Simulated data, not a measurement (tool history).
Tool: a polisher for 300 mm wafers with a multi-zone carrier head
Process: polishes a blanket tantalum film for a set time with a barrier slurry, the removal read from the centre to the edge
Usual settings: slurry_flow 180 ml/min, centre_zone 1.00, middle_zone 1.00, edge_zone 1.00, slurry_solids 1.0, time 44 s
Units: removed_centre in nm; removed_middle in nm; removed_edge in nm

run   hour  slurry_flow  centre_zone  middle_zone  edge_zone  slurry_solids  time  wafers since the last listed run  wafers polished on this pad  hours since the slurry nozzle was cleaned  hours since the centre zone pressure was calibrated  hours since the edge zone pressure was calibrated  hours since the carrier head's membrane was replaced  incoming thickness of the incoming film, nm  removed_centre  removed_middle  removed_edge
  1    0.0          180         1.00         1.00       1.03            1.0    44                                 0                          316                                      365.9                                                174.8                                              994.9                                                1837.5                                        219.6            45.7            40.3          43.1
  2   16.0          180         1.00         1.00       1.00            1.0    44                               123                          440                                      381.9                                                190.8                                             1010.9                                                1853.5                                        216.2            46.4            40.7          43.1
  3   22.9          180         1.00         1.00       1.00            1.0    44                                53                          494                                      388.8                                                197.7                                             1017.8                                                1860.4                                        218.1            46.3            39.9          42.5
  4   39.6          180         1.00         1.00       1.00            1.0    44                               129                          623                                      405.5                                                214.4                                             1034.5                                                1877.1                                        218.3            45.8            40.2          43.1
  5   48.2          180         1.00         1.00       1.00            1.0    44                                66                          689                                      414.1                                                223.0                                             1043.1                                                1885.7                                        220.2            46.5            39.7          43.2
  6   63.8          180         1.00         1.00       1.00            1.0    44                               120                          810                                      429.7                                                238.6                                             1058.7                                                1901.3                                        218.1            47.9            39.9          42.8
  7   70.8          180         1.00         1.00       1.00            1.0    44                                54                          864                                      436.7                                                245.6                                             1065.7                                                1908.3                                        220.0            46.6            40.2          42.9
      86.5  -- slurry nozzle cleaned
  8   87.0          180         1.00         1.00       1.00            1.0    44                               117                          982                                        0.5                                                261.8                                             1081.9                                                1924.5                                        219.8            51.5            43.0          45.3
      95.8  -- worn pad replaced by a new one
  9   96.3          180         1.00         1.00       1.00            1.0    44                                41                            4                                        9.8                                                271.1                                             1091.2                                                1933.8                                        220.0            50.8            42.3          44.8
 10  109.1          180         1.00         1.00       1.00            1.0    44                                99                          103                                       22.6                                                283.9                                             1104.0                                                1946.6                                        221.9            50.9            42.5          44.4
 11  121.9          180         1.00         1.00       1.00            1.0    44                                99                          202                                       35.4                                                296.7                                             1116.8                                                1959.4                                        219.8            50.6            42.5          45.7
     127.9  -- centre zone pressure recalibrated
     138.6  -- carrier head's membrane replaced by a new one
 12  139.1          180         1.00         1.00       1.00            1.1    51                                78                          281                                       52.6                                                 11.2                                             1134.0                                                   0.5                                        220.7            55.2            49.9          52.6
 13  144.5          230         1.05         1.00       1.00            1.0    50                                41                          322                                       58.0                                                 16.6                                             1139.4                                                   5.9                                        217.4            57.1            50.9          52.4
     147.2  -- edge zone pressure recalibrated
 14  161.3          180         1.00         1.00       1.00            1.0    44                               114                          437                                       74.8                                                 33.4                                               14.1                                                  22.7                                        218.7            45.1            41.9          44.2
 15  175.3          215         0.93         1.00       0.93            1.0    44                               108                          545                                       88.8                                                 47.4                                               28.1                                                  36.7                                        220.4            44.3            43.0          44.2
 16  190.6          180         1.00         1.00       1.00            1.0    44                               118                          664                                      104.1                                                 62.7                                               43.4                                                  52.0                                        216.5            45.0            40.8          44.1
 17  208.1          140         1.00         0.88       1.00            1.0    29                               135                          799                                      121.6                                                 80.2                                               60.9                                                  69.5                                        221.6            28.3            23.6          28.5
     223.5  -- worn pad replaced by a new one
 18  224.0          180         1.00         1.00       0.89            0.9    39                                92                            4                                      137.5                                                 96.1                                               76.8                                                  85.4                                        219.5            39.3            36.0          35.9
 19  232.0          125         1.00         1.00       1.00            1.0    44                                61                           65                                      145.5                                                104.1                                               84.8                                                  93.4                                        220.0            42.5            39.0          41.6
 20  243.8          180         1.00         1.00       1.00            1.0    44                                91                          157                                      157.3                                                115.9                                               96.6                                                 105.2                                        219.9            45.5            41.5          43.9
 21  258.2          180         1.00         1.00       1.00            1.0    56                               111                          268                                      171.7                                                130.3                                              111.0                                                 119.6                                        215.7            59.7            52.7          55.8
 22  266.2          180         0.97         1.00       1.09            1.0    44                                61                          330                                      179.7                                                138.3                                              119.0                                                 127.6                                        220.2            44.8            41.6          45.1
 23  279.9          180         1.00         1.00       1.00            1.0    49                               105                          436                                      193.4                                                152.0                                              132.7                                                 141.3                                        218.3            51.0            46.4          48.8

3 ways to go on from here, each from the tool as it stands after run 23. What would each give?
  A  280.3          180         1.00         1.00       1.00            1.0    44                                 3                          439                                      193.8                                                152.4                                              133.1                                                 141.7                                        221.3               ?               ?             ?
  B  280.3          180         1.00         1.09       0.93            1.0    44                                 3                          439                                      193.8                                                152.4                                              133.1                                                 141.7                                        221.3               ?               ?             ?
  C  280.3          180         1.05         1.00       1.00            1.2    44                                 3                          439                                      193.8                                                152.4                                              133.1                                                 141.7                                        221.3               ?               ?             ?

run  removed_centre  removed_middle  removed_edge
  A            46.9            41.5          44.1
  B            46.9            44.6          42.6
  C            51.8            43.6          46.4
Without the tool's hidden state the same runs would have given:
run  removed_centre  removed_middle  removed_edge
  A            46.5            43.6          45.7
  B            46.6            46.9          44.1
  C            51.4            45.8          48.0
